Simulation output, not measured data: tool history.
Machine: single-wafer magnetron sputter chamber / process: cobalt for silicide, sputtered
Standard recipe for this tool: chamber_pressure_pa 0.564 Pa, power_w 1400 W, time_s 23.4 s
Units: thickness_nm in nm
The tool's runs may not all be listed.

| run | day | chamber_pressure_pa | power_w | time_s | wafers since the last listed run | wafers on the sputter target | hours since the last manometer calibration | hours since the magnet pack was replaced | hours since the gauge calibration | read-back reference wafer on the same gauge, thickness_nm | thickness_nm |
|---|---|---|---|---|---|---|---|---|---|---|---|
| 1 | 0.000 | 0.564 | 1400 | 23.4 | 0 | 2744 | 1175.9 | 6416.4 | 404.7 | 16.496 | 14.965 |
| 2 | 1.612 | 0.564 | 1400 | 23.4 | 721 | 3465 | 1214.6 | 6455.1 | 443.4 | 16.509 | 15.113 |
| 3 | 4.292 | 0.564 | 1400 | 23.4 | 1198 | 4664 | 1278.9 | 6519.4 | 507.7 | 16.501 | 15.082 |
| 4 | 6.800 | 0.564 | 1400 | 23.4 | 1122 | 5786 | 1339.1 | 6579.6 | 567.9 | 16.498 | 15.171 |
| 5 | 8.796 | 0.564 | 1400 | 23.4 | 892 | 6679 | 1387.0 | 6627.5 | 615.8 | 16.515 | 15.088 |
|  | 9.725 | sputter target and shields replaced |
| 6 | 9.962 | 0.564 | 1400 | 23.4 | 372 | 106 | 1415.0 | 6655.5 | 643.8 | 16.520 | 14.978 |
| 7 | 11.583 | 0.564 | 1400 | 23.4 | 725 | 831 | 1453.9 | 6694.4 | 682.7 | 16.511 | 15.096 |
|  | 11.938 | magnet pack replaced |
| 8 | 13.742 | 0.564 | 1400 | 23.4 | 816 | 1648 | 1505.7 | 43.3 | 734.5 | 16.508 | 15.047 |
| 9 | 15.017 | 0.564 | 1400 | 23.4 | 570 | 2218 | 1536.3 | 73.9 | 765.1 | 16.512 | 15.153 |
| 10 | 16.929 | 0.564 | 1400 | 23.4 | 855 | 3074 | 1582.2 | 119.8 | 811.0 | 16.489 | 15.059 |
| 11 | 18.246 | 0.564 | 1400 | 23.4 | 589 | 3663 | 1613.8 | 151.4 | 842.6 | 16.507 | 15.226 |
| 12 | 20.829 | 0.564 | 1400 | 23.4 | 1155 | 4819 | 1675.8 | 213.4 | 904.6 | 16.502 | 14.992 |
| 13 | 23.058 | 0.778 | 1050 | 25.8 | 997 | 5816 | 1729.3 | 266.9 | 958.1 | 16.490 | 11.616 |
|  | 25.654 | sputter target and shields replaced |
| 14 | 25.675 | 0.643 | 1100 | 23.4 | 1021 | 9 | 1792.1 | 329.7 | 1020.9 | 16.502 | 11.479 |
| 15 | 27.796 | 0.635 | 1600 | 19.3 | 948 | 957 | 1843.0 | 380.6 | 1071.8 | 16.489 | 13.859 |
| 16 | 29.771 | 0.564 | 1400 | 23.4 | 883 | 1841 | 1890.4 | 428.0 | 1119.2 | 16.500 | 15.090 |
|  | 31.971 | capacitance manometer re-zeroed and calibrated |
| 17 | 32.138 | 0.733 | 1700 | 23.4 | 909 | 2751 | 4.0 | 484.8 | 1176.0 | 16.512 | 17.133 |
| 18 | 33.171 | 0.564 | 1400 | 23.4 | 462 | 3213 | 28.8 | 509.6 | 1200.8 | 16.497 | 15.063 |
| 19 | 34.500 | 0.564 | 1400 | 20.0 | 594 | 3808 | 60.7 | 541.5 | 1232.7 | 16.504 | 12.863 |
| 20 | 36.088 | 0.564 | 1200 | 21.2 | 710 | 4518 | 98.8 | 579.6 | 1270.8 | 16.501 | 11.779 |
|  | 36.562 | gauge calibrated |
| 21 | 38.858 | 0.763 | 1400 | 23.4 | 1239 | 5758 | 165.3 | 646.1 | 55.1 | 16.489 | 14.052 |
| 22 | 40.675 | 0.429 | 1100 | 25.8 | 812 | 6571 | 208.9 | 689.7 | 98.7 | 16.498 | 13.716 |
| 23 | 42.233 | 0.446 | 1600 | 23.4 | 697 | 7268 | 246.3 | 727.1 | 136.1 | 16.508 | 17.947 |
| 24 | 43.417 | 0.564 | 1400 | 23.4 | 529 | 7797 | 274.7 | 755.5 | 164.5 | 16.500 | 15.000 |
|  | 44.067 | sputter target and shields replaced |
| 25 | 46.379 | 0.388 | 1550 | 23.4 | 1176 | 1034 | 345.8 | 826.6 | 235.6 | 16.483 | 17.810 |
| 26 | 48.133 | 0.564 | 1400 | 23.4 | 784 | 1819 | 387.9 | 868.7 | 277.7 | 16.512 | 15.104 |
| 27 | 50.183 | 0.737 | 1100 | 25.8 | 917 | 2736 | 437.1 | 917.9 | 326.9 | 16.489 | 12.249 |
| 28 | 51.312 | 0.564 | 1400 | 23.4 | 505 | 3241 | 464.2 | 945.0 | 354.0 | 16.503 | 15.085 |
| 29 | 52.608 | 0.564 | 1650 | 23.4 | 579 | 3821 | 495.3 | 976.1 | 385.1 | 16.517 | 17.736 |
| 30 | 53.717 | 0.709 | 1600 | 18.8 | 495 | 4317 | 521.9 | 1002.7 | 411.7 | 16.489 | 13.131 |
| 31 | 55.079 | 0.564 | 1400 | 23.4 | 609 | 4926 | 554.6 | 1035.4 | 444.4 | 16.508 | 15.085 |
| 32 | 56.242 | 0.564 | 1400 | 23.4 | 520 | 5446 | 582.5 | 1063.3 | 472.3 | 16.504 | 15.211 |
|  | 58.700 | sputter target and shields replaced |
| 33 | 59.092 | 0.405 | 1400 | 23.4 | 1125 | 175 | 650.9 | 1131.7 | 540.7 | 16.495 | 15.992 |
| 34 | 62.071 | 0.564 | 1400 | 23.4 | 1332 | 1508 | 722.4 | 1203.2 | 612.2 | 16.500 | 15.063 |

5 ways to go on from here, each from the tool as it stands after run 34. What would each give?
| A | 62.088 | 0.564 | 1100 | 23.4 | 7 | 1516 | 722.8 | 1203.6 | 612.6 | ? | ? |
| B | 62.088 | 0.564 | 1400 | 26.8 | 7 | 1516 | 722.8 | 1203.6 | 612.6 | ? | ? |
| C | 62.088 | 0.647 | 1750 | 23.4 | 7 | 1516 | 722.8 | 1203.6 | 612.6 | ? | ? |
| D | 62.088 | 0.429 | 1100 | 23.4 | 7 | 1516 | 722.8 | 1203.6 | 612.6 | ? | ? |
| E | 62.088 | 0.732 | 1200 | 26.6 | 7 | 1516 | 722.8 | 1203.6 | 612.6 | ? | ? |

| run | read-back reference wafer on the same gauge, thickness_nm | thickness_nm |
|---|---|---|
| A | 16.503 | 11.875 |
| B | 16.503 | 17.209 |
| C | 16.503 | 18.133 |
| D | 16.503 | 12.495 |
| E | 16.503 | 13.808 |
What these runs would have given with no unlogged condition in the tool:
| run | thickness_nm |
|---|---|
| A | 11.875 |
| B | 17.209 |
| C | 18.133 |
| D | 12.495 |
| E | 13.808 |
